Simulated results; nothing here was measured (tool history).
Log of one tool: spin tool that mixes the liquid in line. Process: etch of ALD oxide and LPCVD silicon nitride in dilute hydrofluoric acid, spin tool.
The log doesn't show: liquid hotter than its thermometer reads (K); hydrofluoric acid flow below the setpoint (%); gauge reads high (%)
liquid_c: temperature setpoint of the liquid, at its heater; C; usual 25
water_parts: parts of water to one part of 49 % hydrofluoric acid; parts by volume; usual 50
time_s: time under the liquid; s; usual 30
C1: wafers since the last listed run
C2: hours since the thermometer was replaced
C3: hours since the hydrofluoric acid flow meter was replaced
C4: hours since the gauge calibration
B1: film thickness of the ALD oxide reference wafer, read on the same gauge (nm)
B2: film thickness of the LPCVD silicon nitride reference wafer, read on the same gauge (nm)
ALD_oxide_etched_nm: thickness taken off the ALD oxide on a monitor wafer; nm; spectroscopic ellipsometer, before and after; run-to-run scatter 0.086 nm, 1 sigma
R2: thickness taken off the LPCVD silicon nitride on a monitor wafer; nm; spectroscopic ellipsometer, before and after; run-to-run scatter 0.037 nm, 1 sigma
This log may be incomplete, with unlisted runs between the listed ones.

Run 1, hour 0: usual settings but liquid_c 23 C; C1 0; C2 389.1; C3 1157.5; C4 260.1; B1 60.02; B2 50.01. Result: ALD_oxide_etched_nm 15.46 nm, R2 0.307 nm.
Run 2, hour 64.7: usual settings but liquid_c 23 C; C1 766; C2 453.8; C3 1222.2; C4 324.8; B1 59.98; B2 49.985. Result: ALD_oxide_etched_nm 15.57 nm, R2 0.273 nm.
Run 3, hour 92.4: usual settings but liquid_c 23 C; C1 328; C2 481.5; C3 1249.9; C4 352.5; B1 60.02; B2 50.019. Result: ALD_oxide_etched_nm 15.52 nm, R2 0.328 nm.
Run 4, hour 148.2: usual settings; C1 661; C2 537.3; C3 1305.7; C4 408.3; B1 60.01; B2 50.022. Result: ALD_oxide_etched_nm 16.87 nm, R2 0.342 nm.
Run 5, hour 211.4: usual settings; C1 748; C2 600.5; C3 1368.9; C4 471.5; B1 60.03; B2 49.962. Result: ALD_oxide_etched_nm 16.89 nm, R2 0.332 nm.
At hour 222.7: thermometer replaced.
Run 6, hour 274.2: usual settings; C1 732; C2 51.5; C3 1431.7; C4 534.3; B1 60.03; B2 50.007. Result: ALD_oxide_etched_nm 16.91 nm, R2 0.323 nm.
At hour 290.9: gauge calibrated.
Run 7, hour 302: usual settings; C1 329; C2 79.3; C3 1459.5; C4 11.1; B1 59.98; B2 49.991. Result: ALD_oxide_etched_nm 16.84 nm, R2 0.294 nm.
Run 8, hour 368.4: usual settings; C1 786; C2 145.7; C3 1525.9; C4 77.5; B1 59.95; B2 50.003. Result: ALD_oxide_etched_nm 16.9 nm, R2 0.363 nm.
Run 9, hour 436: usual settings; C1 800; C2 213.3; C3 1593.5; C4 145.1; B1 60; B2 49.961. Result: ALD_oxide_etched_nm 16.92 nm, R2 0.309 nm.
At hour 464.5: hydrofluoric acid flow meter replaced.
Run 10, hour 469.5: usual settings but liquid_c 21.5 C, water_parts 60 parts by volume, time_s 15 s; C1 385; C2 246.8; C3 5; C4 178.6; B1 59.94; B2 49.954. Result: ALD_oxide_etched_nm 5.93 nm, R2 0.117 nm.
Run 11, hour 505.7: usual settings but water_parts 30 parts by volume; C1 428; C2 283; C3 41.2; C4 214.8; B1 59.95; B2 49.992. Result: ALD_oxide_etched_nm 28.86 nm, R2 0.565 nm.
Run 12, hour 533.6: usual settings but liquid_c 29.5 C, water_parts 60 parts by volume, time_s 35 s; C1 330; C2 310.9; C3 69.1; C4 242.7; B1 60.07; B2 50. Result: ALD_oxide_etched_nm 19.32 nm, R2 0.439 nm.
Run 13, hour 603.3: usual settings but liquid_c 20.5 C, time_s 15 s; C1 825; C2 380.6; C3 138.8; C4 312.4; B1 60.03; B2 49.99. Result: ALD_oxide_etched_nm 7.07 nm, R2 0.092 nm.
Run 14, hour 647.1: usual settings but liquid_c 21.5 C; C1 518; C2 424.4; C3 182.6; C4 356.2; B1 60.03; B2 49.997. Result: ALD_oxide_etched_nm 14.54 nm, R2 0.202 nm.

Each row is a separate what-if for the run after 14, all from the same tool condition, not one after another. Results?
Run A, hour 647.5: usual settings but time_s 20 s; C1 4; C2 424.8; C3 183; C4 356.6; B1 ?; B2 ?. Result: ALD_oxide_etched_nm ?, R2 ?.
Run B, hour 647.5: usual settings but water_parts 25 parts by volume, time_s 15 s; C1 4; C2 424.8; C3 183; C4 356.6; B1 ?; B2 ?. Result: ALD_oxide_etched_nm ?, R2 ?.
Run C, hour 647.5: usual settings but liquid_c 21.5 C, time_s 40 s; C1 4; C2 424.8; C3 183; C4 356.6; B1 ?; B2 ?. Result: ALD_oxide_etched_nm ?, R2 ?.
Run D, hour 647.5: usual settings but liquid_c 21 C, water_parts 25 parts by volume, time_s 15 s; C1 4; C2 424.8; C3 183; C4 356.6; B1 ?; B2 ?. Result: ALD_oxide_etched_nm ?, R2 ?.
Run E, hour 647.5: usual settings but liquid_c 21 C, water_parts 65 parts by volume; C1 4; C2 424.8; C3 183; C4 356.6; B1 ?; B2 ?. Result: ALD_oxide_etched_nm ?, R2 ?.

run     B1      B2  ALD_oxide_etched_nm     R2
  A  60.02  50.015                11.28  0.235
  B  60.02  50.015                17.52  0.346
  C  60.02  50.015                19.52  0.371
  D  60.02  50.015                14.79  0.263
  E  60.02  50.015                10.83  0.208
With the hidden condition removed and each run's random variation left untouched, the same runs would have given:
run  ALD_oxide_etched_nm     R2
  A                11.28  0.235
  B                17.52  0.346
  C                19.52  0.371
  D                14.79  0.263
  E                10.83  0.208
